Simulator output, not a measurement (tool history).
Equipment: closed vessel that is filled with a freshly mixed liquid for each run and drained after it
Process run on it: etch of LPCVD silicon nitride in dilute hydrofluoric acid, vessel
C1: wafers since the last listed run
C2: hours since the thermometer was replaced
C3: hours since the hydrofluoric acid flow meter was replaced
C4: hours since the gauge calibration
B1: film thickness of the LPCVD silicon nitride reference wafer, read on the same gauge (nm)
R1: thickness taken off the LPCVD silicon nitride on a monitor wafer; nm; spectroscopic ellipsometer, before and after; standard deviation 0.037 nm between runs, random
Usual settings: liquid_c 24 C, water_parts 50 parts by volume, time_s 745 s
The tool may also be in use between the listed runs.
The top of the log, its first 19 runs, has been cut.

run 20 hour=1409.5 | liquid_c=28.5 water_parts=60 time_s=745 | C1=12174 C2=576.3 C3=343.7 C4=454.5 | B1=149.99 | R1=7.27
run 21 hour=1474.2 | liquid_c=24 water_parts=50 time_s=745 | C1=3479 C2=641 C3=408.4 C4=519.2 | B1=149.99 | R1=6.46
run 22 hour=1517.7 | liquid_c=20.5 water_parts=50 time_s=1180 | C1=2339 C2=684.5 C3=451.9 C4=562.7 | B1=149.99 | R1=8.15
-- hour=1525.3 thermometer replaced
run 23 hour=1562.7 | liquid_c=24 water_parts=50 time_s=745 | C1=2366 C2=37.4 C3=496.9 C4=607.7 | B1=150.02 | R1=6.15
run 24 hour=1645.6 | liquid_c=26.5 water_parts=30 time_s=745 | C1=4457 C2=120.3 C3=579.8 C4=690.6 | B1=150.02 | R1=11.9
run 25 hour=1706.5 | liquid_c=24 water_parts=60 time_s=745 | C1=3274 C2=181.2 C3=640.7 C4=751.5 | B1=150.01 | R1=5.22
run 26 hour=1779.8 | liquid_c=25.5 water_parts=60 time_s=605 | C1=3941 C2=254.5 C3=714 C4=824.8 | B1=149.98 | R1=4.64
run 27 hour=1874.7 | liquid_c=27.5 water_parts=75 time_s=410 | C1=5103 C2=349.4 C3=808.9 C4=919.7 | B1=150.01 | R1=2.93
run 28 hour=1952.1 | liquid_c=24 water_parts=50 time_s=745 | C1=4162 C2=426.8 C3=886.3 C4=997.1 | B1=150.01 | R1=6.36
run 29 hour=2032.3 | liquid_c=21.5 water_parts=55 time_s=1025 | C1=4312 C2=507 C3=966.5 C4=1077.3 | B1=150.01 | R1=6.64
run 30 hour=2069.2 | liquid_c=28 water_parts=70 time_s=950 | C1=1984 C2=543.9 C3=1003.4 C4=1114.2 | B1=150.03 | R1=7.53
run 31 hour=2128.6 | liquid_c=24 water_parts=50 time_s=1120 | C1=3194 C2=603.3 C3=1062.8 C4=1173.6 | B1=150 | R1=9.69

Alternative continuations, all from the tool just after run 31; predict every row:
run A hour=2129.5 | liquid_c=28.5 water_parts=50 time_s=745 | C1=48 C2=604.2 C3=1063.7 C4=1174.5 | B1=? | R1=?
run B hour=2129.5 | liquid_c=21.5 water_parts=60 time_s=745 | C1=48 C2=604.2 C3=1063.7 C4=1174.5 | B1=? | R1=?
run C hour=2129.5 | liquid_c=25.5 water_parts=30 time_s=1020 | C1=48 C2=604.2 C3=1063.7 C4=1174.5 | B1=? | R1=?
run D hour=2129.5 | liquid_c=24 water_parts=30 time_s=745 | C1=48 C2=604.2 C3=1063.7 C4=1174.5 | B1=? | R1=?
run E hour=2129.5 | liquid_c=26 water_parts=70 time_s=745 | C1=48 C2=604.2 C3=1063.7 C4=1174.5 | B1=? | R1=?

run=A B1=150 R1=8.54
run=B B1=150 R1=4.48
run=C B1=150 R1=15.81
run=D B1=150 R1=10.44
run=E B1=150 R1=5.2
Without the tool's unlogged condition, the same runs would have read:
run=A R1=8.18
run=B R1=4.29
run=C R1=15.13
run=D R1=9.98
run=E R1=4.98

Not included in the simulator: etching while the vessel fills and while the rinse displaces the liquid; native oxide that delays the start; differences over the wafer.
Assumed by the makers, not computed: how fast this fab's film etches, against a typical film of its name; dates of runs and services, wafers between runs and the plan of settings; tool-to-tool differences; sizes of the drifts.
